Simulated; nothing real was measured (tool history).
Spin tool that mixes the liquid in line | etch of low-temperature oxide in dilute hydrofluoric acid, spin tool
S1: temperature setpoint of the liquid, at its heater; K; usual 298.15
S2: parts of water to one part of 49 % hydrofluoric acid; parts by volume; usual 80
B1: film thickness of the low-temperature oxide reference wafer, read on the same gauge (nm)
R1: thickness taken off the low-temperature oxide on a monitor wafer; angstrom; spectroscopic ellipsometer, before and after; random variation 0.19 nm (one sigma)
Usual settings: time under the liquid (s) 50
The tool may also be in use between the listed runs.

{"run": 1, "hour": 0.0, "S1": 301.15, "S2": 80, "time under the liquid (s)": 25, "B1": 120.02, "R1": 113.3}
{"run": 2, "hour": 78.6, "S1": 298.15, "S2": 80, "time under the liquid (s)": 50, "B1": 119.98, "R1": 200.6}
{"hour": 86.2, "done": "hydrofluoric acid flow meter replaced"}
{"run": 3, "hour": 131.4, "S1": 298.15, "S2": 80, "time under the liquid (s)": 50, "B1": 120, "R1": 204.9}
{"run": 4, "hour": 187.5, "S1": 298.15, "S2": 80, "time under the liquid (s)": 50, "B1": 119.97, "R1": 196.3}
{"run": 5, "hour": 267.5, "S1": 298.15, "S2": 100, "time under the liquid (s)": 50, "B1": 119.98, "R1": 156.4}
{"run": 6, "hour": 365.5, "S1": 298.15, "S2": 100, "time under the liquid (s)": 50, "B1": 120.03, "R1": 156.4}
{"run": 7, "hour": 413.6, "S1": 298.15, "S2": 100, "time under the liquid (s)": 50, "B1": 120.03, "R1": 158.5}
{"run": 8, "hour": 450.1, "S1": 299.65, "S2": 80, "time under the liquid (s)": 50, "B1": 120, "R1": 215.9}
{"hour": 522.3, "done": "hydrofluoric acid flow meter replaced"}
{"run": 9, "hour": 540.9, "S1": 299.65, "S2": 80, "time under the liquid (s)": 50, "B1": 119.98, "R1": 217.5}
{"run": 10, "hour": 611.1, "S1": 300.65, "S2": 80, "time under the liquid (s)": 70, "B1": 120.03, "R1": 312}
{"hour": 634.7, "done": "gauge calibrated"}
{"run": 11, "hour": 662.8, "S1": 295.65, "S2": 95, "time under the liquid (s)": 50, "B1": 120.01, "R1": 152.3}
{"run": 12, "hour": 764.9, "S1": 298.15, "S2": 80, "time under the liquid (s)": 50, "B1": 119.96, "R1": 204.9}
{"run": 13, "hour": 815.9, "S1": 298.15, "S2": 100, "time under the liquid (s)": 50, "B1": 120.01, "R1": 160.5}
{"hour": 892.5, "done": "thermometer replaced"}
{"run": 14, "hour": 1012.6, "S1": 295.65, "S2": 80, "time under the liquid (s)": 60, "B1": 119.96, "R1": 236.4}
{"run": 15, "hour": 1068.7, "S1": 298.15, "S2": 70, "time under the liquid (s)": 50, "B1": 119.95, "R1": 254.1}
{"hour": 1090.1, "done": "hydrofluoric acid flow meter replaced"}
{"hour": 1111.7, "done": "thermometer replaced, repeated, since the last time left the tool worse"}
{"run": 16, "hour": 1114.1, "S1": 294.65, "S2": 45, "time under the liquid (s)": 60, "B1": 119.96, "R1": 370.4}
{"run": 17, "hour": 1211.1, "S1": 301.15, "S2": 110, "time under the liquid (s)": 50, "B1": 120.04, "R1": 152}
{"run": 18, "hour": 1305.8, "S1": 301.65, "S2": 95, "time under the liquid (s)": 50, "B1": 119.99, "R1": 184.3}

3 ways to go on from here, each from the tool as it stands after run 18. What would each give?
{"run": "A", "hour": 1306.2, "S1": 294.15, "S2": 80, "time under the liquid (s)": 50, "B1": "?", "R1": "?"}
{"run": "B", "hour": 1306.2, "S1": 302.65, "S2": 60, "time under the liquid (s)": 60, "B1": "?", "R1": "?"}
{"run": "C", "hour": 1306.2, "S1": 303.15, "S2": 95, "time under the liquid (s)": 30, "B1": "?", "R1": "?"}

run=A B1=120.02 R1=165.2
run=B B1=120.02 R1=381.6
run=C B1=120.02 R1=116.7
Without the tool's hidden state the same runs would have given:
run=A R1=163.3
run=B R1=377.4
run=C R1=115.4
